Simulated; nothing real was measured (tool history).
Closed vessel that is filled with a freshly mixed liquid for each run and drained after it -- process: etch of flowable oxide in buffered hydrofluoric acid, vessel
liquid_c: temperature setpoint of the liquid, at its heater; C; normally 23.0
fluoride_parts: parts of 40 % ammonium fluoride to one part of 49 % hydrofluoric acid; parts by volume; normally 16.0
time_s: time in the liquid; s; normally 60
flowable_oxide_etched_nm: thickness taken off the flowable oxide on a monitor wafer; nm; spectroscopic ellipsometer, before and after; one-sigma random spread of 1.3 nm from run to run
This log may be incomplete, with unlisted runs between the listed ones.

run,hour,liquid_c,fluoride_parts,time_s,"read-back film thickness of the flowable oxide reference wafer, read on the same gauge (nm)",flowable_oxide_etched_nm
1,0.0,23.0,16.0,60,39.98,150.27
2,83.2,23.0,16.0,60,40.02,152.10
3,161.5,23.0,16.0,60,40.01,151.25
4,256.5,23.0,16.0,60,40.01,148.81
5,334.7,24.5,16.0,60,40.02,162.15
6,396.7,24.5,16.0,60,40.00,161.25
7,480.0,23.0,16.0,60,40.04,150.37
8,525.5,23.0,16.0,75,39.99,188.13
9,574.2,23.0,16.0,60,40.01,150.16
10,634.4,19.0,16.0,45,39.98,89.64
# hour 635.5: thermometer replaced
11,698.1,19.0,16.0,45,40.02,90.95
12,800.2,23.0,16.0,80,40.01,200.86
# hour 843.4: gauge calibrated
13,883.8,23.0,16.0,80,40.00,200.93
14,944.7,20.0,16.0,35,39.98,74.12
15,1010.9,20.0,16.0,35,40.00,73.38
16,1098.0,24.5,18.0,60,39.99,143.78
17,1161.1,23.0,13.5,60,39.97,174.79
18,1265.5,23.0,16.0,60,40.00,151.04
19,1348.9,23.0,16.0,30,40.00,73.80
20,1392.5,26.5,11.5,50,39.99,204.44
21,1436.4,23.0,16.0,60,39.98,148.89
22,1484.1,25.5,19.0,75,39.97,177.87
# hour 1544.3: hydrofluoric acid flow meter replaced
23,1643.8,19.5,16.0,60,39.99,125.48
# hour 1729.3: thermometer replaced
24,1748.8,20.5,16.0,60,40.02,134.43
25,1803.6,23.0,10.0,85,39.97,345.25
26,1861.1,27.0,21.0,60,39.98,147.56
27,1959.8,23.0,16.0,60,40.01,152.70
28,2047.0,23.0,12.0,45,39.99,152.80
29,2087.5,23.0,16.0,60,40.02,150.41
30,2195.5,23.0,12.0,60,39.99,200.62
31,2295.4,23.0,19.5,70,40.02,146.88
32,2340.9,23.0,16.0,60,40.00,152.07
33,2421.2,23.0,14.0,60,40.02,171.33
34,2595.4,19.5,16.0,60,39.98,125.25

Below, some changes in flowable_oxide_etched_nm between adjacent runs. For each, the amount present without the hidden state too (settings, incoming material, random variation) and the amount remaining for the hidden state with gauge scatter not shared by both compared results:
Hidden state present: liquid hotter than its thermometer reads (K); hydrofluoric acid flow below the setpoint (%); gauge reads high (%).
Run 13 -> 14: liquid_c 23.0 -> 20.0, time_s 80 -> 35. flowable_oxide_etched_nm -126.81 nm: hidden state +4.08, all else -130.89.
Run 19 -> 20: liquid_c 23.0 -> 26.5, fluoride_parts 16.0 -> 11.5, time_s 30 -> 50. flowable_oxide_etched_nm +130.64 nm: hidden state -5.52, all else +136.16.
Run 22 -> 23: liquid_c 25.5 -> 19.5, fluoride_parts 19.0 -> 16.0, time_s 75 -> 60, hydrofluoric acid flow meter replaced. flowable_oxide_etched_nm -52.39 nm: hidden state +6.81, all else -59.20.
Run 24 -> 25: liquid_c 20.5 -> 23.0, fluoride_parts 16.0 -> 10.0, time_s 60 -> 85. flowable_oxide_etched_nm +210.82 nm: hidden state -2.44, all else +213.26.
Run 25 -> 26: liquid_c 23.0 -> 27.0, fluoride_parts 10.0 -> 21.0, time_s 85 -> 60. flowable_oxide_etched_nm -197.69 nm: hidden state +2.58, all else -200.27.
